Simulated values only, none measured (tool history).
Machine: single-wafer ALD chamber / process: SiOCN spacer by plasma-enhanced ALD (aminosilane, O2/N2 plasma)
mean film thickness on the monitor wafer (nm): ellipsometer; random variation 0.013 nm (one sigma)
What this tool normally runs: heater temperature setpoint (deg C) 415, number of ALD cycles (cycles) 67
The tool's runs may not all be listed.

run	hour	heater temperature setpoint (deg C)	number of ALD cycles (cycles)	read-back reference wafer on the same gauge, thickness_nm	mean film thickness on the monitor wafer (nm)
1	0	415	57	3.467	3.613
2	58	415	57	3.473	3.616
3	119	415	74	3.469	4.693
4	172.3	415	74	3.47	4.706
5	237.4	415	67	3.472	4.239
6	271.8	415	67	3.47	4.24
7	325.1	415	67	3.469	4.238
8	350.5	404	67	3.475	4.404
9	418.4	404	67	3.473	4.42
10	478	404	67	3.471	4.395
# hour 541.4: thermocouple changed; heater temperature recalibrated
11	548.1	423	60	3.47	3.692
12	607.2	423	60	3.47	3.696
13	661.9	423	60	3.469	3.713
# hour 692.1: gauge calibrated
14	705	415	67	3.472	4.252
15	754.9	415	67	3.469	4.247
16	788.2	415	67	3.466	4.25
17	836.4	407	58	3.47	3.796
18	874.8	415	67	3.475	4.255
19	942.6	415	59	3.469	3.743
20	995.9	429	62	3.47	3.754
21	1063.2	410	54	3.472	3.465
22	1091.5	425	74	3.473	4.531
23	1121.1	406	77	3.469	5.044
24	1161.9	415	67	3.468	4.263
25	1230.9	411	55	3.471	3.527
26	1270.1	415	80	3.468	5.075
27	1313.4	405	56	3.464	3.664
28	1378.2	422	57	3.471	3.51
29	1423.1	415	67	3.468	4.234
30	1488.8	425	77	3.469	4.738
31	1532.9	415	73	3.465	4.604
32	1585.9	429	54	3.465	3.253
33	1654.3	415	76	3.473	4.806

Branching from run 33: 3 alternative next runs. What would each branch give?
A	1654.8	415	67	?	?
B	1654.8	419	56	?	?
C	1654.8	428	78	?	?

run	read-back reference wafer on the same gauge, thickness_nm	mean film thickness on the monitor wafer (nm)
A	3.471	4.242
B	3.471	3.498
C	3.471	4.724
Without the tool's unlogged condition, the same runs would have read:
run	mean film thickness on the monitor wafer (nm)
A	4.242
B	3.498
C	4.724

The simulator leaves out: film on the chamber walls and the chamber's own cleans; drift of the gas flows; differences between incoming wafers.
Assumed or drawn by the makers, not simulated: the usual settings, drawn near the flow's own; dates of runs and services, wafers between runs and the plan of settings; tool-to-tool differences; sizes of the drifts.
